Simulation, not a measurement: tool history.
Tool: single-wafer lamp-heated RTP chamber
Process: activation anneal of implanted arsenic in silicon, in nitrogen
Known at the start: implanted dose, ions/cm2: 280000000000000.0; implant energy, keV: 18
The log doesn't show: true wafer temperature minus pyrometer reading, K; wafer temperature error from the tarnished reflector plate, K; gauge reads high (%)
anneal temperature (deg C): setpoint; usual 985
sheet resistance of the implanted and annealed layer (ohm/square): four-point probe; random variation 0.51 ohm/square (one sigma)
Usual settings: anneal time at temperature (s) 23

| run | day | anneal temperature (deg C) | anneal time at temperature (s) | wafers since the last listed run | wafers since the last pyrometer calibration | wafers since the reflector plate was cleaned | hours since the gauge calibration | read-back reference wafer on the same gauge, sheet resistance | sheet resistance of the implanted and annealed layer (ohm/square) |
|---|---|---|---|---|---|---|---|---|---|
| 1 | 0.000 | 985 | 23 | 0 | 4120 | 3514 | 922.6 | 372.69 | 339.23 |
|  | 3.671 | reflector plate cleaned |
| 2 | 3.829 | 985 | 23 | 1428 | 5549 | 65 | 1014.5 | 372.02 | 339.62 |
| 3 | 8.225 | 985 | 23 | 1796 | 7346 | 1861 | 1120.0 | 372.20 | 339.27 |
|  | 9.858 | pyrometer window cleaned and pyrometer calibrated |
| 4 | 10.600 | 985 | 23 | 834 | 303 | 2696 | 1177.0 | 372.05 | 338.56 |
| 5 | 13.096 | 985 | 23 | 1020 | 1324 | 3716 | 1236.9 | 371.83 | 338.94 |
|  | 15.783 | reflector plate cleaned |
| 6 | 17.325 | 985 | 23 | 1592 | 2916 | 629 | 1338.4 | 372.01 | 338.26 |
| 7 | 19.192 | 985 | 23 | 763 | 3679 | 1392 | 1383.2 | 372.04 | 339.34 |
| 8 | 22.517 | 973 | 23 | 1359 | 5038 | 2751 | 1463.0 | 372.25 | 339.18 |
| 9 | 24.808 | 973 | 23 | 936 | 5975 | 3688 | 1518.0 | 371.81 | 339.76 |
| 10 | 28.212 | 985 | 23 | 1391 | 7367 | 5079 | 1599.7 | 371.82 | 339.14 |

Run 11 comes next. What will it give?
|  | 28.421 | gauge calibrated |
|  | 29.125 | reflector plate cleaned |
|  | 29.958 | pyrometer window cleaned and pyrometer calibrated |
| 11 | 31.200 | 967 | 23 | 948 | 507 | 711 | 66.7 | ? | ? |

read-back reference wafer on the same gauge, sheet resistance: 374.65
sheet resistance of the implanted and annealed layer (ohm/square): 342.68
Without the tool's hidden state the same run would have given sheet resistance of the implanted and annealed layer (ohm/square) 342.97.

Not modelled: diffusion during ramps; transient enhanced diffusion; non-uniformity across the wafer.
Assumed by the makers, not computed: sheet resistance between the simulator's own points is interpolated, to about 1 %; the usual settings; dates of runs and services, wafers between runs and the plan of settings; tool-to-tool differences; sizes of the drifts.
